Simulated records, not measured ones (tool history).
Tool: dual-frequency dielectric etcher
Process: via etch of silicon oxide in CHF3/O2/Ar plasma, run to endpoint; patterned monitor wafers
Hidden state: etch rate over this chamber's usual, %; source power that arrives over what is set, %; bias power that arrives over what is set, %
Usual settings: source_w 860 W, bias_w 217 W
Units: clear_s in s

run	day	source_w	bias_w	wafers since the last listed run	hours since the last wet clean	hours since the last source power generator calibration	hours since the last bias power generator calibration	hours since the last upper electrode change	incoming incoming film thickness, nm	clear_s
1	0	860	217	0	345.9	4508.7	3682.9	5401.3	698	284.4
# day 1.204: wet clean of the chamber
2	1.388	860	217	38	4.4	4542	3716.2	5434.6	708.2	297.8
3	2.696	940	217	130	35.8	4573.4	3747.6	5466	696.4	278.1
4	4.175	860	217	147	71.3	4608.9	3783.1	5501.5	695	288.8
5	4.875	860	217	69	88.1	4625.7	3799.9	5518.3	702.8	293.9
6	6.075	860	217	119	116.9	4654.5	3828.7	5547.1	698	289
7	6.946	860	217	86	137.8	4675.4	3849.6	5568	697.2	288.1
8	8.404	860	217	145	172.8	4710.4	3884.6	5603	701.8	290.3
9	9.817	860	217	140	206.7	4744.3	3918.5	5636.9	700	287.2
# day 11.538: source power generator calibrated
10	12.492	1000	249	249	270.9	22.9	3982.7	5701.1	687.4	242.6
# day 14.229: upper electrode replaced
11	14.25	1060	164	75	313.1	65.1	4024.9	0.5	694.7	295.9
12	14.871	860	217	61	328	80	4039.8	15.4	691.6	281.1
13	15.75	860	217	87	349.1	101.1	4060.9	36.5	696.5	283.1
# day 18.967: wet clean of the chamber
# day 19.15: bias power generator calibrated
14	19.171	770	235	224	4.9	183.2	0.5	118.6	698.8	301.5
15	19.433	1070	217	26	11.2	189.5	6.8	124.9	708.1	266.6

Run 16 comes next. What will it give?
16	23.2	720	184	374	101.6	279.9	97.2	215.3	698.9	?

clear_s: 355.6 s
Without the tool's hidden state the same run would have given clear_s 356.3 s.
